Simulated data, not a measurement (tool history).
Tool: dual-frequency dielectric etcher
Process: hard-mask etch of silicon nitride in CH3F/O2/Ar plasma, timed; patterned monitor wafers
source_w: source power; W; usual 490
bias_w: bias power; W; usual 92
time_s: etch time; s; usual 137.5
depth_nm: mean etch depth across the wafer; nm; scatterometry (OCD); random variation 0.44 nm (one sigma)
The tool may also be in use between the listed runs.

run    hour  source_w  bias_w  time_s  read-back reference wafer on the same gauge, depth_nm  depth_nm
  1     0.0       490      92   137.5                                                  110.8     107.3
       18.0  -- gauge calibrated
  2    55.3       490      92   137.5                                                  111.3     106.9
  3   232.9       490      92   137.5                                                  111.0     106.5
  4   259.1       490     104   137.5                                                  110.9     112.9
  5   285.3       490     104   137.5                                                  110.8     113.5
      325.6  -- wet clean of the chamber
  6   336.2       550     106   137.5                                                  111.0     125.4
  7   381.7       490     106   137.5                                                  111.1     116.8
  8   412.5       490     106   137.5                                                  111.2     116.3
  9   448.7       490      92   137.5                                                  110.9     109.3
      483.2  -- source power generator calibrated
      534.1  -- upper electrode replaced
 10   598.9       490      92   137.5                                                  111.0     108.2
 11   637.8       580      92   137.5                                                  110.8     118.1
      666.4  -- bias power generator calibrated
 12   703.4       420     112   163.5                                                  111.2     128.4
      737.2  -- gauge calibrated
 13   742.3       600      84   108.5                                                  110.9      90.6
 14   780.8       490      92   137.5                                                  111.0     107.2
 15   830.4       490      92   120.0                                                  111.0      93.7
 16   858.6       490      83   137.5                                                  110.9     101.7
      921.9  -- wet clean of the chamber
 17   922.4       490      92   137.5                                                  111.1     109.0
 18   957.2       580      70   175.0                                                  111.1     133.9
 19  1024.2       590     101   116.5                                                  110.9     106.1
 20  1050.7       490      92   137.5                                                  110.9     108.6
 21  1117.5       490      92   137.5                                                  111.0     108.6
 22  1160.5       460     105   114.0                                                  110.8      92.5

Measured less the same run without the tool's hidden state. The same run-to-run variation is in both; the gauge's scatter may not be:
The hidden state here: etch rate over this chamber's usual, %; source power that arrives over what is set, %; bias power that arrives over what is set, %; gauge reads high (%).
run  depth_nm
  1      -1.8
  2      -2.0
  3      -2.7
  4      -2.9
  5      -3.0
  6      -0.1
  7      -0.3
  8      -0.4
  9      -0.5
 10      -1.1
 11      -1.2
 12      -1.7
 13      -1.3
 14      -1.7
 15      -1.6
 16      -1.9
 17      -0.1
 18      -0.2
 19      -0.4
 20      -0.5
 21      -0.8
 22      -0.8

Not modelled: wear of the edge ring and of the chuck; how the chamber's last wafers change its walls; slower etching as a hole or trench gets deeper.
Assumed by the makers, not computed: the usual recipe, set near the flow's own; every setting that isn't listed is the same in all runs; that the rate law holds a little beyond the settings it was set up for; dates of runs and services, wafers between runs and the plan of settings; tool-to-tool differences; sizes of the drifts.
